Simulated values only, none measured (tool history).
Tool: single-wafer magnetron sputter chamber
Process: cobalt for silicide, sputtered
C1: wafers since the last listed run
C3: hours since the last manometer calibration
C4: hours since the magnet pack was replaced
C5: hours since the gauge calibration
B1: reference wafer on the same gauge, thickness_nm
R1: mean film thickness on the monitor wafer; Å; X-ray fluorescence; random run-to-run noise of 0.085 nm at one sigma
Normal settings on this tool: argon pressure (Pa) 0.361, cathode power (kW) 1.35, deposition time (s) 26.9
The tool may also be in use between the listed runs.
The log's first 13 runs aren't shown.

Run 14, hour 1101.2: usual settings; C1 2113; wafers on the sputter target 11301; C3 112.3; C4 5438.5; C5 2430.7; B1 21.835. Result: R1 175.07 Å.
Run 15, hour 1144.7: usual settings; C1 862; wafers on the sputter target 12163; C3 155.8; C4 5482; C5 2474.2; B1 21.778. Result: R1 174.25 Å.
Run 16, hour 1188.5: usual settings; C1 868; wafers on the sputter target 13032; C3 199.6; C4 5525.8; C5 2518; B1 21.77. Result: R1 175.15 Å.
At hour 1196.9: sputter target and shields replaced.
Run 17, hour 1243.9: usual settings; C1 939; wafers on the sputter target 932; C3 255; C4 5581.2; C5 2573.4; B1 21.801. Result: R1 179.93 Å.
Run 18, hour 1344.6: usual settings but argon pressure (Pa) 0.302, cathode power (kW) 1.55; C1 1996; wafers on the sputter target 2929; C3 355.7; C4 5681.9; C5 2674.1; B1 21.777. Result: R1 205.25 Å.
Run 19, hour 1446.8: usual settings but cathode power (kW) 1.6, deposition time (s) 29.9; C1 2026; wafers on the sputter target 4955; C3 457.9; C4 5784.1; C5 2776.3; B1 21.813. Result: R1 231.38 Å.
Run 20, hour 1542.8: usual settings; C1 1903; wafers on the sputter target 6859; C3 553.9; C4 5880.1; C5 2872.3; B1 21.799. Result: R1 173.27 Å.
At hour 1625.5: gauge calibrated.
Run 21, hour 1643.1: usual settings but cathode power (kW) 1.65; C1 1988; wafers on the sputter target 8848; C3 654.2; C4 5980.4; C5 17.6; B1 21.802. Result: R1 213.87 Å.
Run 22, hour 1731.4: usual settings but argon pressure (Pa) 0.304, cathode power (kW) 1.1, deposition time (s) 29.8; C1 1750; wafers on the sputter target 10599; C3 742.5; C4 6068.7; C5 105.9; B1 21.823. Result: R1 158.51 Å.
At hour 1783.1: sputter target and shields replaced.
Run 23, hour 1794.6: usual settings but argon pressure (Pa) 0.297; C1 1094; wafers on the sputter target 228; C3 805.7; C4 6131.9; C5 169.1; B1 21.781. Result: R1 184.36 Å.
Run 24, hour 1835.7: usual settings but cathode power (kW) 1.2, deposition time (s) 21.7; C1 814; wafers on the sputter target 1043; C3 846.8; C4 6173; C5 210.2; B1 21.841. Result: R1 128.25 Å.
At hour 1987.2: magnet pack replaced.
Run 25, hour 2010.1: usual settings but deposition time (s) 30.2; C1 3299; wafers on the sputter target 4343; C3 1021.2; C4 22.9; C5 384.6; B1 21.845. Result: R1 197.05 Å.
Run 26, hour 2088.3: usual settings but argon pressure (Pa) 0.45, cathode power (kW) 1.15; C1 1550; wafers on the sputter target 5893; C3 1099.4; C4 101.1; C5 462.8; B1 21.816. Result: R1 147.31 Å.
At hour 2150.1: capacitance manometer re-zeroed and calibrated.
Run 27, hour 2173.8: usual settings but argon pressure (Pa) 0.494; C1 1536; wafers on the sputter target 7430; C3 23.7; C4 186.6; C5 548.3; B1 21.808. Result: R1 169.35 Å.
Run 28, hour 2225.1: usual settings but argon pressure (Pa) 0.452, cathode power (kW) 1.2, deposition time (s) 29.3; C1 1017; wafers on the sputter target 8447; C3 75; C4 237.9; C5 599.6; B1 21.825. Result: R1 165.31 Å.
Run 29, hour 2314.5: usual settings but argon pressure (Pa) 0.421, cathode power (kW) 1.6, deposition time (s) 23.2; C1 1772; wafers on the sputter target 10220; C3 164.4; C4 327.3; C5 689; B1 21.818. Result: R1 176.41 Å.
At hour 2396.2: sputter target and shields replaced.
Run 30, hour 2419.6: usual settings but cathode power (kW) 1.05; C1 1925; wafers on the sputter target 464; C3 269.5; C4 432.4; C5 794.1; B1 21.852. Result: R1 139.62 Å.
Run 31, hour 2685.6: usual settings but argon pressure (Pa) 0.434, cathode power (kW) 1.2, deposition time (s) 21.6; C1 5274; wafers on the sputter target 5739; C3 535.5; C4 698.4; C5 1060.1; B1 21.829. Result: R1 122.54 Å.
Run 32, hour 2793.1: usual settings; C1 2131; wafers on the sputter target 7870; C3 643; C4 805.9; C5 1167.6; B1 21.824. Result: R1 174.93 Å.
Run 33, hour 2888.7: usual settings; C1 1895; wafers on the sputter target 9766; C3 738.6; C4 901.5; C5 1263.2; B1 21.798. Result: R1 175.28 Å.
Run 34, hour 2971.5: usual settings but deposition time (s) 28.5; C1 1641; wafers on the sputter target 11408; C3 821.4; C4 984.3; C5 1346; B1 21.813. Result: R1 183.44 Å.
At hour 3021.4: sputter target and shields replaced.
Run 35, hour 3039.3: usual settings but cathode power (kW) 1.45; C1 1185; wafers on the sputter target 354; C3 889.2; C4 1052.1; C5 1413.8; B1 21.788. Result: R1 193.26 Å.

Consider 3 possible next runs. They are alternatives, not a sequence: every one starts from the tool as it was left by run 35. What does each give?
Run A, hour 3039.7: usual settings but deposition time (s) 24.3; C1 7; wafers on the sputter target 362; C3 889.6; C4 1052.5; C5 1414.2; B1 ?. Result: R1 ?.
Run B, hour 3039.7: usual settings but argon pressure (Pa) 0.23, cathode power (kW) 1; C1 7; wafers on the sputter target 362; C3 889.6; C4 1052.5; C5 1414.2; B1 ?. Result: R1 ?.
Run C, hour 3039.7: usual settings but argon pressure (Pa) 0.486, cathode power (kW) 1.5, deposition time (s) 22.1; C1 7; wafers on the sputter target 362; C3 889.6; C4 1052.5; C5 1414.2; B1 ?. Result: R1 ?.

run      B1      R1
  A  21.793  163.81
  B  21.793  138.35
  C  21.793  160.98
With no hidden state in the tool, these same runs would have given:
run      R1
  A  164.87
  B  139.25
  C  162.02
